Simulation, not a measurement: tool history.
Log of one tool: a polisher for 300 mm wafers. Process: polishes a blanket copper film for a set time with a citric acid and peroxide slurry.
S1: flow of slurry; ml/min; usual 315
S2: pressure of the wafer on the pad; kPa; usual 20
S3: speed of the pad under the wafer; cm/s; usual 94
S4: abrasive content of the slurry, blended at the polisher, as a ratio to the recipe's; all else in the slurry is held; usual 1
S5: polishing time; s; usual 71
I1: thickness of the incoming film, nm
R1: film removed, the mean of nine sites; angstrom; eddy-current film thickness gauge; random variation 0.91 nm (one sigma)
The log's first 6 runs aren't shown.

{"run": 7, "hour": 482.3, "S1": 315, "S2": 24.8, "S3": 94, "S4": 1.1, "S5": 71, "I1": 773.3, "R1": 1589}
{"hour": 504.7, "done": "slurry nozzle cleaned"}
{"run": 8, "hour": 532.2, "S1": 415, "S2": 20, "S3": 114, "S4": 1.1, "S5": 71, "I1": 771.1, "R1": 1622}
{"hour": 582.4, "done": "slurry blender recalibrated"}
{"hour": 588.4, "done": "worn pad replaced by a new one"}
{"run": 9, "hour": 674.2, "S1": 315, "S2": 20, "S3": 82, "S4": 1, "S5": 71, "I1": 795.5, "R1": 1151}
{"hour": 687.8, "done": "head pressure recalibrated"}
{"run": 10, "hour": 759.0, "S1": 315, "S2": 20, "S3": 94, "S4": 1, "S5": 71, "I1": 785.5, "R1": 1286}
{"run": 11, "hour": 797.8, "S1": 315, "S2": 20, "S3": 94, "S4": 0.9, "S5": 65, "I1": 773.6, "R1": 1151}
{"run": 12, "hour": 871.1, "S1": 375, "S2": 20, "S3": 94, "S4": 1, "S5": 94, "I1": 771.9, "R1": 1726}
{"run": 13, "hour": 914.2, "S1": 315, "S2": 20, "S3": 94, "S4": 1, "S5": 55, "I1": 783.2, "R1": 1007}
{"run": 14, "hour": 953.5, "S1": 315, "S2": 20, "S3": 110, "S4": 0.9, "S5": 71, "I1": 777, "R1": 1450}
{"run": 15, "hour": 1011.8, "S1": 315, "S2": 20, "S3": 94, "S4": 1.3, "S5": 54, "I1": 782.5, "R1": 1036}
{"run": 16, "hour": 1105.4, "S1": 315, "S2": 20, "S3": 94, "S4": 1, "S5": 71, "I1": 774.4, "R1": 1309}
{"run": 17, "hour": 1164.1, "S1": 315, "S2": 26.2, "S3": 86, "S4": 1, "S5": 59, "I1": 778.5, "R1": 1259}
{"hour": 1251.6, "done": "slurry blender recalibrated"}
{"run": 18, "hour": 1261.7, "S1": 315, "S2": 20, "S3": 76, "S4": 1, "S5": 71, "I1": 792.3, "R1": 1085}
{"hour": 1302.9, "done": "slurry nozzle cleaned"}
{"run": 19, "hour": 1347.3, "S1": 315, "S2": 20, "S3": 94, "S4": 1, "S5": 71, "I1": 784.2, "R1": 1307}
{"run": 20, "hour": 1397.5, "S1": 315, "S2": 20, "S3": 94, "S4": 1, "S5": 71, "I1": 785.8, "R1": 1303}
{"hour": 1435.3, "done": "worn pad replaced by a new one"}
{"hour": 1449.7, "done": "head pressure recalibrated"}
{"run": 21, "hour": 1470.3, "S1": 315, "S2": 17.2, "S3": 94, "S4": 1, "S5": 71, "I1": 797.9, "R1": 1150}
{"run": 22, "hour": 1573.2, "S1": 315, "S2": 26.9, "S3": 94, "S4": 1, "S5": 71, "I1": 778.7, "R1": 1700}
{"run": 23, "hour": 1659.6, "S1": 315, "S2": 20, "S3": 94, "S4": 1, "S5": 71, "I1": 766.5, "R1": 1290}
{"run": 24, "hour": 1702.4, "S1": 375, "S2": 26.2, "S3": 94, "S4": 1.1, "S5": 86, "I1": 787.7, "R1": 2079}
{"run": 25, "hour": 1777.1, "S1": 315, "S2": 20, "S3": 102, "S4": 1.15, "S5": 86, "I1": 772.6, "R1": 1735}
{"run": 26, "hour": 1917.0, "S1": 385, "S2": 16.5, "S3": 86, "S4": 0.8, "S5": 71, "I1": 785.2, "R1": 983}
{"hour": 1960.1, "done": "slurry nozzle cleaned"}
{"hour": 1999.3, "done": "slurry blender recalibrated"}
{"run": 27, "hour": 2013.2, "S1": 315, "S2": 20, "S3": 94, "S4": 1, "S5": 94, "I1": 797.2, "R1": 1726}
{"run": 28, "hour": 2056.2, "S1": 205, "S2": 20, "S3": 94, "S4": 1, "S5": 53, "I1": 766.6, "R1": 930}
{"run": 29, "hour": 2134.1, "S1": 315, "S2": 20, "S3": 78, "S4": 1, "S5": 71, "I1": 766.3, "R1": 1094}
{"run": 30, "hour": 2176.1, "S1": 315, "S2": 20, "S3": 94, "S4": 1, "S5": 71, "I1": 777.6, "R1": 1306}

4 ways to go on from here, each from the tool as it stands after run 30. What would each give?
{"run": "A", "hour": 2176.5, "S1": 315, "S2": 24.1, "S3": 94, "S4": 1, "S5": 71, "I1": 773, "R1": "?"}
{"run": "B", "hour": 2176.5, "S1": 315, "S2": 20, "S3": 76, "S4": 1, "S5": 57, "I1": 773, "R1": "?"}
{"run": "C", "hour": 2176.5, "S1": 365, "S2": 20, "S3": 94, "S4": 1, "S5": 71, "I1": 773, "R1": "?"}
{"run": "D", "hour": 2176.5, "S1": 315, "S2": 23.4, "S3": 94, "S4": 1.1, "S5": 71, "I1": 773, "R1": "?"}

run=A R1=1546
run=B R1=871
run=C R1=1326
run=D R1=1541
Without the tool's hidden state the same runs would have given:
run=A R1=1546
run=B R1=871
run=C R1=1326
run=D R1=1541
